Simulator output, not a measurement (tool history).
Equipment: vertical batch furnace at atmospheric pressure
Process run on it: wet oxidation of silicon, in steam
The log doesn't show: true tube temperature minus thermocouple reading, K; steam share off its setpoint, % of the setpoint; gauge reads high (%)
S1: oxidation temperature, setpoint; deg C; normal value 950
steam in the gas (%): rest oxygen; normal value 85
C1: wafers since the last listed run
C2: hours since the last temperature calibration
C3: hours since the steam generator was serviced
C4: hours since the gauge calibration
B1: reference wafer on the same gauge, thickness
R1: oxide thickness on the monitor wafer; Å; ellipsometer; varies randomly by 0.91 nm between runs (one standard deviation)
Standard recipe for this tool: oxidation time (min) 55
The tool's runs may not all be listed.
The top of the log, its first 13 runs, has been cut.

{"run": 14, "day": 8.054, "S1": 950, "oxidation time (min)": 34.5, "steam in the gas (%)": 85, "C1": 421, "C2": 3188.8, "C3": 1234.6, "C4": 229.5, "B1": 333.14, "R1": 2115.7}
{"run": 15, "day": 8.492, "S1": 950, "oxidation time (min)": 55, "steam in the gas (%)": 85, "C1": 105, "C2": 3199.3, "C3": 1245.1, "C4": 240, "B1": 333.04, "R1": 2976.5}
{"run": 16, "day": 8.788, "S1": 950, "oxidation time (min)": 55, "steam in the gas (%)": 85, "C1": 71, "C2": 3206.4, "C3": 1252.2, "C4": 247.1, "B1": 332.81, "R1": 2984}
{"run": 17, "day": 9.121, "S1": 950, "oxidation time (min)": 55, "steam in the gas (%)": 85, "C1": 80, "C2": 3214.4, "C3": 1260.2, "C4": 255.1, "B1": 332.97, "R1": 2972.4}
{"run": 18, "day": 9.712, "S1": 950, "oxidation time (min)": 55, "steam in the gas (%)": 85, "C1": 142, "C2": 3228.6, "C3": 1274.4, "C4": 269.3, "B1": 333.22, "R1": 2966.4}
{"run": 19, "day": 9.988, "S1": 950, "oxidation time (min)": 74.5, "steam in the gas (%)": 85, "C1": 66, "C2": 3235.2, "C3": 1281, "C4": 275.9, "B1": 333.04, "R1": 3689.5}
{"run": 20, "day": 10.654, "S1": 964, "oxidation time (min)": 55, "steam in the gas (%)": 88, "C1": 160, "C2": 3251.2, "C3": 1297, "C4": 291.9, "B1": 333.14, "R1": 3424.7}
{"run": 21, "day": 11.404, "S1": 927, "oxidation time (min)": 38, "steam in the gas (%)": 76, "C1": 180, "C2": 3269.2, "C3": 1315, "C4": 309.9, "B1": 333.09, "R1": 1659.1}
{"run": 22, "day": 11.8, "S1": 950, "oxidation time (min)": 55, "steam in the gas (%)": 85, "C1": 95, "C2": 3278.7, "C3": 1324.5, "C4": 319.4, "B1": 333.05, "R1": 2970.1}
{"day": 12.962, "done": "thermocouples replaced and temperature profile calibrated"}
{"day": 13.796, "done": "steam generator serviced"}
{"run": 23, "day": 13.817, "S1": 937, "oxidation time (min)": 37.5, "steam in the gas (%)": 85, "C1": 44, "C2": 20.5, "C3": 0.5, "C4": 367.8, "B1": 332.8, "R1": 2116.9}
{"run": 24, "day": 14.004, "S1": 950, "oxidation time (min)": 32.5, "steam in the gas (%)": 85, "C1": 45, "C2": 25, "C3": 5, "C4": 372.3, "B1": 332.84, "R1": 2138.2}
{"run": 25, "day": 14.196, "S1": 967, "oxidation time (min)": 71.5, "steam in the gas (%)": 89, "C1": 46, "C2": 29.6, "C3": 9.6, "C4": 376.9, "B1": 333.07, "R1": 4393.1}
{"run": 26, "day": 14.554, "S1": 950, "oxidation time (min)": 55, "steam in the gas (%)": 85, "C1": 86, "C2": 38.2, "C3": 18.2, "C4": 385.5, "B1": 332.91, "R1": 3145.2}
{"run": 27, "day": 15.017, "S1": 967, "oxidation time (min)": 44.5, "steam in the gas (%)": 80, "C1": 111, "C2": 49.3, "C3": 29.3, "C4": 396.6, "B1": 333.09, "R1": 2979}
{"run": 28, "day": 15.804, "S1": 940, "oxidation time (min)": 55, "steam in the gas (%)": 85, "C1": 189, "C2": 68.2, "C3": 48.2, "C4": 415.5, "B1": 332.98, "R1": 2903.2}
{"day": 16.217, "done": "gauge calibrated"}
{"run": 29, "day": 16.517, "S1": 950, "oxidation time (min)": 55, "steam in the gas (%)": 85, "C1": 171, "C2": 85.3, "C3": 65.3, "C4": 7.2, "B1": 333.04, "R1": 3161.7}
{"run": 30, "day": 17.079, "S1": 965, "oxidation time (min)": 55, "steam in the gas (%)": 77, "C1": 135, "C2": 98.8, "C3": 78.8, "C4": 20.7, "B1": 332.99, "R1": 3296.6}
{"run": 31, "day": 17.417, "S1": 941, "oxidation time (min)": 55, "steam in the gas (%)": 81, "C1": 81, "C2": 106.9, "C3": 86.9, "C4": 28.8, "B1": 332.88, "R1": 2828.5}
{"run": 32, "day": 17.867, "S1": 950, "oxidation time (min)": 55, "steam in the gas (%)": 85, "C1": 108, "C2": 117.7, "C3": 97.7, "C4": 39.6, "B1": 332.76, "R1": 3158.2}
{"run": 33, "day": 18.417, "S1": 950, "oxidation time (min)": 55, "steam in the gas (%)": 77, "C1": 132, "C2": 130.9, "C3": 110.9, "C4": 52.8, "B1": 332.92, "R1": 2925.2}
{"run": 34, "day": 19.867, "S1": 958, "oxidation time (min)": 68.5, "steam in the gas (%)": 85, "C1": 349, "C2": 165.7, "C3": 145.7, "C4": 87.6, "B1": 333.11, "R1": 3911}
{"run": 35, "day": 20.383, "S1": 943, "oxidation time (min)": 55, "steam in the gas (%)": 85, "C1": 124, "C2": 178.1, "C3": 158.1, "C4": 100, "B1": 333.04, "R1": 2972.6}
{"run": 36, "day": 21.088, "S1": 950, "oxidation time (min)": 30, "steam in the gas (%)": 74, "C1": 169, "C2": 195, "C3": 175, "C4": 116.9, "B1": 332.95, "R1": 1800.8}
{"run": 37, "day": 21.867, "S1": 967, "oxidation time (min)": 35.5, "steam in the gas (%)": 97, "C1": 187, "C2": 213.7, "C3": 193.7, "C4": 135.6, "B1": 333, "R1": 2894.6}
{"run": 38, "day": 22.3, "S1": 950, "oxidation time (min)": 33, "steam in the gas (%)": 85, "C1": 104, "C2": 224.1, "C3": 204.1, "C4": 146, "B1": 332.98, "R1": 2150.5}

4 ways to go on from here, each from the tool as it stands after run 38. What would each give?
{"run": "A", "day": 22.492, "S1": 950, "oxidation time (min)": 55, "steam in the gas (%)": 75, "C1": 46, "C2": 228.7, "C3": 208.7, "C4": 150.6, "B1": "?", "R1": "?"}
{"run": "B", "day": 22.492, "S1": 930, "oxidation time (min)": 38, "steam in the gas (%)": 89, "C1": 46, "C2": 228.7, "C3": 208.7, "C4": 150.6, "B1": "?", "R1": "?"}
{"run": "C", "day": 22.492, "S1": 965, "oxidation time (min)": 32, "steam in the gas (%)": 95, "C1": 46, "C2": 228.7, "C3": 208.7, "C4": 150.6, "B1": "?", "R1": "?"}
{"run": "D", "day": 22.492, "S1": 950, "oxidation time (min)": 29.5, "steam in the gas (%)": 85, "C1": 46, "C2": 228.7, "C3": 208.7, "C4": 150.6, "B1": "?", "R1": "?"}

run=A B1=333.15 R1=2866.8
run=B B1=333.15 R1=2068.4
run=C B1=333.15 R1=2603.3
run=D B1=333.15 R1=1973.7
What these runs would have given with no unlogged condition in the tool:
run=A R1=2900
run=B R1=2094.3
run=C R1=2633.3
run=D R1=1998

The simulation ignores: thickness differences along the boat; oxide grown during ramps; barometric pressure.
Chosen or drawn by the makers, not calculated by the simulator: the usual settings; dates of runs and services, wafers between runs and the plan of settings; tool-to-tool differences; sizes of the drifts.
